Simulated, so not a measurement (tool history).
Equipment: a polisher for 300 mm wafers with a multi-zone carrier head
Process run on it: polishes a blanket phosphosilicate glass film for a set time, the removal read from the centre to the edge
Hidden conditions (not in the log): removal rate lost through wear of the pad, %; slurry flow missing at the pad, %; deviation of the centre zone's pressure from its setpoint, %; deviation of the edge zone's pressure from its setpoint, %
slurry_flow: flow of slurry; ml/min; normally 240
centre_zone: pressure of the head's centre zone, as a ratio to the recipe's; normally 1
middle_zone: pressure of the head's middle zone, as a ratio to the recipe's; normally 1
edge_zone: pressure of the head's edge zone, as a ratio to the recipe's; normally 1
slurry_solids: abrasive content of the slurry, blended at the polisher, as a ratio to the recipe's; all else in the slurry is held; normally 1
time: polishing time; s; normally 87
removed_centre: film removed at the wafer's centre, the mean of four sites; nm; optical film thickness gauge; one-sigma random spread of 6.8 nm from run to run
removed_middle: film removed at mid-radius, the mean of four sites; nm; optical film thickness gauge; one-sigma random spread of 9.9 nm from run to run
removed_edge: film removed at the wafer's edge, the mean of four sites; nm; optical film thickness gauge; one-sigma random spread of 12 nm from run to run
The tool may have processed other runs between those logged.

| run | hour | slurry_flow | centre_zone | middle_zone | edge_zone | slurry_solids | time | wafers since the last listed run | wafers polished on this pad | hours since the slurry nozzle was cleaned | hours since the centre zone pressure was calibrated | hours since the edge zone pressure was calibrated | hours since the carrier head's membrane was replaced | incoming thickness of the incoming film, nm | removed_centre | removed_middle | removed_edge |
|---|---|---|---|---|---|---|---|---|---|---|---|---|---|---|---|---|---|
| 1 | 0 | 290 | 0.93 | 1 | 1 | 1 | 87 | 0 | 345 | 142.5 | 501.2 | 44.1 | 712.9 | 3526.4 | 744.6 | 830.2 | 816.9 |
| 2 | 67.9 | 290 | 0.93 | 1 | 1 | 1 | 87 | 902 | 1248 | 210.4 | 569.1 | 112 | 780.8 | 3403.3 | 705.4 | 799 | 781.4 |
|  | 163.7 | worn pad replaced by a new one |
| 3 | 164.2 | 290 | 0.93 | 1 | 1 | 1 | 87 | 1226 | 7 | 306.7 | 665.4 | 208.3 | 877.1 | 3399.3 | 761 | 856.8 | 822.5 |
| 4 | 234.5 | 240 | 1 | 1 | 1 | 1 | 87 | 934 | 941 | 377 | 735.7 | 278.6 | 947.4 | 3493.2 | 740.6 | 777.6 | 777.3 |
| 5 | 276.6 | 240 | 1 | 1 | 1 | 1 | 87 | 559 | 1500 | 419.1 | 777.8 | 320.7 | 989.5 | 3427.3 | 733.6 | 764.4 | 746.3 |
|  | 298.3 | slurry nozzle cleaned |
|  | 335 | centre zone pressure recalibrated |
| 6 | 343.4 | 240 | 1.04 | 1 | 1 | 1 | 87 | 847 | 2348 | 45.1 | 8.4 | 387.5 | 1056.3 | 3487.5 | 789.6 | 737.9 | 742.3 |
|  | 356.3 | worn pad replaced by a new one |
| 7 | 381.1 | 240 | 1.04 | 1 | 1 | 1 | 87 | 447 | 329 | 82.8 | 46.1 | 425.2 | 1094 | 3474.1 | 850.6 | 830.5 | 808.9 |
| 8 | 472.9 | 240 | 1 | 1 | 1.06 | 1.2 | 87 | 1219 | 1549 | 174.6 | 137.9 | 517 | 1185.8 | 3458.6 | 833 | 844.3 | 845.2 |
| 9 | 520.8 | 240 | 1 | 1 | 0.96 | 1 | 106 | 636 | 2186 | 222.5 | 185.8 | 564.9 | 1233.7 | 3418.6 | 926.4 | 908.4 | 899.7 |
|  | 533 | worn pad replaced by a new one |
|  | 641 | slurry nozzle cleaned |
| 10 | 699 | 295 | 1 | 1.11 | 1 | 1.1 | 95 | 2301 | 2191 | 58 | 364 | 743.1 | 1411.9 | 3465 | 872.3 | 970.6 | 908.3 |
|  | 710.4 | worn pad replaced by a new one |
| 11 | 736.9 | 240 | 1.04 | 1 | 1 | 0.75 | 87 | 450 | 352 | 95.9 | 401.9 | 781 | 1449.8 | 3460.7 | 715.7 | 691.6 | 687.5 |
|  | 746.5 | edge zone pressure recalibrated |
|  | 772.4 | carrier head's membrane replaced by a new one |
| 12 | 805.2 | 240 | 1.04 | 1 | 1 | 1 | 87 | 814 | 1166 | 164.2 | 470.2 | 58.7 | 32.8 | 3417.6 | 787.2 | 783.6 | 788 |
| 13 | 910.2 | 240 | 1 | 1 | 0.9 | 1.15 | 87 | 1395 | 2561 | 269.2 | 575.2 | 163.7 | 137.8 | 3438.3 | 774.3 | 817.8 | 763.4 |
|  | 927.5 | worn pad replaced by a new one |
| 14 | 1003.3 | 290 | 1 | 1 | 1 | 1.25 | 87 | 1183 | 1006 | 362.3 | 668.3 | 256.8 | 230.9 | 3433.9 | 825.7 | 856.8 | 854.5 |

4 ways to go on from here, each from the tool as it stands after run 14. What would each give?
| A | 1003.7 | 240 | 1 | 1 | 1 | 1 | 87 | 5 | 1012 | 362.7 | 668.7 | 257.2 | 231.3 | 3427.7 | ? | ? | ? |
| B | 1003.7 | 300 | 0.89 | 1 | 1 | 1 | 87 | 5 | 1012 | 362.7 | 668.7 | 257.2 | 231.3 | 3427.7 | ? | ? | ? |
| C | 1003.7 | 200 | 1 | 1 | 1 | 1 | 107 | 5 | 1012 | 362.7 | 668.7 | 257.2 | 231.3 | 3427.7 | ? | ? | ? |
| D | 1003.7 | 240 | 1 | 1 | 1 | 1.25 | 87 | 5 | 1012 | 362.7 | 668.7 | 257.2 | 231.3 | 3427.7 | ? | ? | ? |

| run | removed_centre | removed_middle | removed_edge |
|---|---|---|---|
| A | 740.6 | 752.4 | 780.2 |
| B | 677.6 | 772.7 | 795.8 |
| C | 883.8 | 900.8 | 940.4 |
| D | 815.7 | 828.7 | 859.3 |
What these runs would have given with no unlogged condition in the tool:
| run | removed_centre | removed_middle | removed_edge |
|---|---|---|---|
| A | 848 | 823.8 | 854.4 |
| B | 776.2 | 846 | 871.4 |
| C | 1012 | 986.2 | 1029.9 |
| D | 934 | 907.3 | 941 |
